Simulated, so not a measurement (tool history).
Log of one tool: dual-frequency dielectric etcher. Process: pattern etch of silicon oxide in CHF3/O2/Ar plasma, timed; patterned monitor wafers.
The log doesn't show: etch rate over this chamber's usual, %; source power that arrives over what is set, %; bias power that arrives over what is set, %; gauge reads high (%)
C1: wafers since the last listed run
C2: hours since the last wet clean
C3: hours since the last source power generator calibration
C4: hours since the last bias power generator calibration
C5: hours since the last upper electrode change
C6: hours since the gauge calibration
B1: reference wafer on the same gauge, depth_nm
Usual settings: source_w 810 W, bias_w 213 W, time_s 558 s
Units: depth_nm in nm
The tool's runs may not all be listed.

Run 1, day 0: usual settings but source_w 910 W, bias_w 255 W; C1 0; C2 279.2; C3 1331.7; C4 2580.9; C5 5758.7; C6 1417.1; B1 1349.6. Result: depth_nm 1603.1 nm.
Run 2, day 0.792: usual settings but source_w 910 W, bias_w 255 W; C1 64; C2 298.2; C3 1350.7; C4 2599.9; C5 5777.7; C6 1436.1; B1 1350.9. Result: depth_nm 1591.4 nm.
At day 2.167: gauge calibrated.
Run 3, day 3.379: usual settings but source_w 910 W, bias_w 255 W; C1 212; C2 360.3; C3 1412.8; C4 2662; C5 5839.8; C6 29.1; B1 1351.2. Result: depth_nm 1585.8 nm.
Run 4, day 4.558: usual settings but source_w 670 W; C1 96; C2 388.6; C3 1441.1; C4 2690.3; C5 5868.1; C6 57.4; B1 1350.1. Result: depth_nm 1262.3 nm.
Run 5, day 5.929: usual settings; C1 112; C2 421.5; C3 1474; C4 2723.2; C5 5901; C6 90.3; B1 1351. Result: depth_nm 1400.6 nm.
Run 6, day 6.454: usual settings; C1 43; C2 434.1; C3 1486.6; C4 2735.8; C5 5913.6; C6 102.9; B1 1349.7. Result: depth_nm 1402.5 nm.
Run 7, day 7.858: usual settings; C1 115; C2 467.8; C3 1520.3; C4 2769.5; C5 5947.3; C6 136.6; B1 1349. Result: depth_nm 1402 nm.
At day 9.496: wet clean of the chamber.
Run 8, day 9.517: usual settings but source_w 720 W, bias_w 174 W, time_s 490 s; C1 53; C2 0.5; C3 1560.1; C4 2809.3; C5 5987.1; C6 176.4; B1 1349.7. Result: depth_nm 1061.7 nm.
Run 9, day 9.671: usual settings; C1 12; C2 4.2; C3 1563.8; C4 2813; C5 5990.8; C6 180.1; B1 1349.2. Result: depth_nm 1391.1 nm.
Run 10, day 10.333: usual settings but source_w 720 W, bias_w 186 W; C1 54; C2 20.1; C3 1579.7; C4 2828.9; C5 6006.7; C6 196; B1 1349. Result: depth_nm 1243.5 nm.
Run 11, day 13.171: usual settings but source_w 990 W, bias_w 250 W, time_s 484.5 s; C1 232; C2 88.2; C3 1647.8; C4 2897; C5 6074.8; C6 264.1; B1 1349.7. Result: depth_nm 1435.7 nm.
Run 12, day 13.688: usual settings but bias_w 231 W, time_s 704 s; C1 42; C2 100.6; C3 1660.2; C4 2909.4; C5 6087.2; C6 276.5; B1 1350. Result: depth_nm 1827.5 nm.
Run 13, day 15.062: usual settings but source_w 710 W, bias_w 161 W, time_s 496.5 s; C1 112; C2 133.6; C3 1693.2; C4 2942.4; C5 6120.2; C6 309.5; B1 1349.5. Result: depth_nm 1022.4 nm.
At day 15.783: bias power generator calibrated.
Run 14, day 16.088: usual settings but source_w 700 W; C1 70; C2 158.2; C3 1717.8; C4 7.3; C5 6144.8; C6 334.1; B1 1350.1. Result: depth_nm 1294.6 nm.
Run 15, day 16.875: usual settings; C1 64; C2 177.1; C3 1736.7; C4 26.2; C5 6163.7; C6 353; B1 1350.8. Result: depth_nm 1398.9 nm.
At day 18.438: upper electrode replaced.
Run 16, day 18.458: usual settings but source_w 990 W, bias_w 260 W, time_s 689.5 s; C1 47; C2 215.1; C3 1774.7; C4 64.2; C5 0.5; C6 391; B1 1349.4. Result: depth_nm 2066.8 nm.
Run 17, day 19.346: usual settings but source_w 910 W, bias_w 255 W; C1 72; C2 236.4; C3 1796; C4 85.5; C5 21.8; C6 412.3; B1 1348.8. Result: depth_nm 1593.8 nm.
Run 18, day 20.267: usual settings but source_w 940 W, bias_w 263 W; C1 75; C2 258.5; C3 1818.1; C4 107.6; C5 43.9; C6 434.4; B1 1350.4. Result: depth_nm 1636.3 nm.
Run 19, day 21.488: usual settings but bias_w 199 W; C1 100; C2 287.8; C3 1847.4; C4 136.9; C5 73.2; C6 463.7; B1 1350.5. Result: depth_nm 1352.1 nm.
At day 21.788: source power generator calibrated.
Run 20, day 22.983: usual settings but source_w 860 W, bias_w 243 W, time_s 652.5 s; C1 108; C2 323.7; C3 28.7; C4 172.8; C5 109.1; C6 499.6; B1 1350. Result: depth_nm 1779.9 nm.
Run 21, day 24.354: usual settings but source_w 750 W, time_s 693 s; C1 112; C2 356.6; C3 61.6; C4 205.7; C5 142; C6 532.5; B1 1350.9. Result: depth_nm 1660.7 nm.
Run 22, day 25.642: usual settings; C1 105; C2 387.5; C3 92.5; C4 236.6; C5 172.9; C6 563.4; B1 1351.4. Result: depth_nm 1391.3 nm.
Run 23, day 26.467: usual settings but source_w 880 W, bias_w 175 W, time_s 616 s; C1 67; C2 407.3; C3 112.3; C4 256.4; C5 192.7; C6 583.2; B1 1350.2. Result: depth_nm 1489.1 nm.
Run 24, day 27.767: usual settings but source_w 720 W; C1 106; C2 438.5; C3 143.5; C4 287.6; C5 223.9; C6 614.4; B1 1348.7. Result: depth_nm 1308.1 nm.
Run 25, day 28.458: usual settings but source_w 670 W, bias_w 243 W, time_s 640.5 s; C1 56; C2 455.1; C3 160.1; C4 304.2; C5 240.5; C6 631; B1 1348.5. Result: depth_nm 1535.4 nm.
At day 29.867: wet clean of the chamber.
Run 26, day 29.888: usual settings but source_w 640 W, bias_w 194 W; C1 35; C2 0.5; C3 194.4; C4 338.5; C5 274.8; C6 665.3; B1 1349.8. Result: depth_nm 1184.8 nm.
Run 27, day 30.15: usual settings but source_w 690 W, bias_w 232 W, time_s 710 s; C1 21; C2 6.8; C3 200.7; C4 344.8; C5 281.1; C6 671.6; B1 1350.7. Result: depth_nm 1686.8 nm.
Run 28, day 30.792: usual settings; C1 52; C2 22.2; C3 216.1; C4 360.2; C5 296.5; C6 687; B1 1348.1. Result: depth_nm 1395.9 nm.
Run 29, day 31.567: usual settings but source_w 650 W, bias_w 190 W, time_s 401 s; C1 63; C2 40.8; C3 234.7; C4 378.8; C5 315.1; C6 705.6; B1 1349.1. Result: depth_nm 846.6 nm.
Run 30, day 32.525: usual settings but source_w 690 W; C1 78; C2 63.8; C3 257.7; C4 401.8; C5 338.1; C6 728.6; B1 1349.7. Result: depth_nm 1289.1 nm.

The tool's hidden state at each run:
etch rate over this chamber's usual, %: 0 in every run
source power that arrives over what is set, %: 0 in every run
bias power that arrives over what is set, %: 0 in every run
gauge reads high (%): 0 in every run
